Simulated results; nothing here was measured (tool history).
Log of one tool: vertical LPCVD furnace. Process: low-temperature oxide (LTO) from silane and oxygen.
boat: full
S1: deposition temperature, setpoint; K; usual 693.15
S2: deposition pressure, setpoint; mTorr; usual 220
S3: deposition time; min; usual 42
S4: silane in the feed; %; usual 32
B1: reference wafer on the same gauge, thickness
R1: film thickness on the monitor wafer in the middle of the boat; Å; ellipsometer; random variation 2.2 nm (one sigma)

run     day      S1   S2    S3  S4      B1      R1
  1       0  693.15  220    42  32  439.42  3621.4
  2   2.562  693.15  220    42  32   438.9    3619
  3   6.846  693.15  220    42  32  438.82  3561.2
      8.592  -- silane flow controller replaced
  4  10.879  693.15  220    42  32  438.89  3753.2
  5  15.375  693.15  220    42  32  439.33  3690.2
  6  18.338  693.15  220    29  32  438.46  2532.1
  7  20.683  701.15  220    42  32  438.92  4033.1
  8  22.871  693.15  220    42  32  439.75  3673.8
  9  24.696  693.15  220    42  32  439.69  3694.7
     26.483  -- pressure gauge zeroed
 10  28.367  693.15  220  25.5  32  438.95  2305.6
 11  31.212  693.15  250    42  32  438.91  4366.1
 12  33.462  693.15  220    42  32  438.87  3864.9
 13  37.779  698.15  220    42  30  439.62  3681.8
 14  42.933  693.15  220    42  32  438.53  3791.7
 15  45.383  693.15  220    42  32  438.51    3770
 16  47.921  693.15  220    42  32  437.65  3750.1
 17  51.742  686.15  220    42  32  439.19  3455.4
     54.575  -- thermocouples replaced and temperature profile calibrated
 18  63.421  703.15  180  56.5  36  439.48  5239.8
     64.133  -- gauge calibrated
 19  65.417  693.15  220    42  32   438.8    3742
 20  68.142  701.15  255  35.5  35  439.18  4483.2
 21  70.871  685.15  220    42  27  438.19  2629.4
 22  72.533  693.15  220    42  32  438.94  3699.2
 23  76.875  688.15  240    42  26  439.17  2784.7

Run 24 comes next. What will it give?
 24  81.271  693.15  220  56.5  32   ?   ?

Run 24 gave B1 438.72, R1 4869.3 Å.
Without the tool's hidden state the same run would have given R1 5177.2 Å.
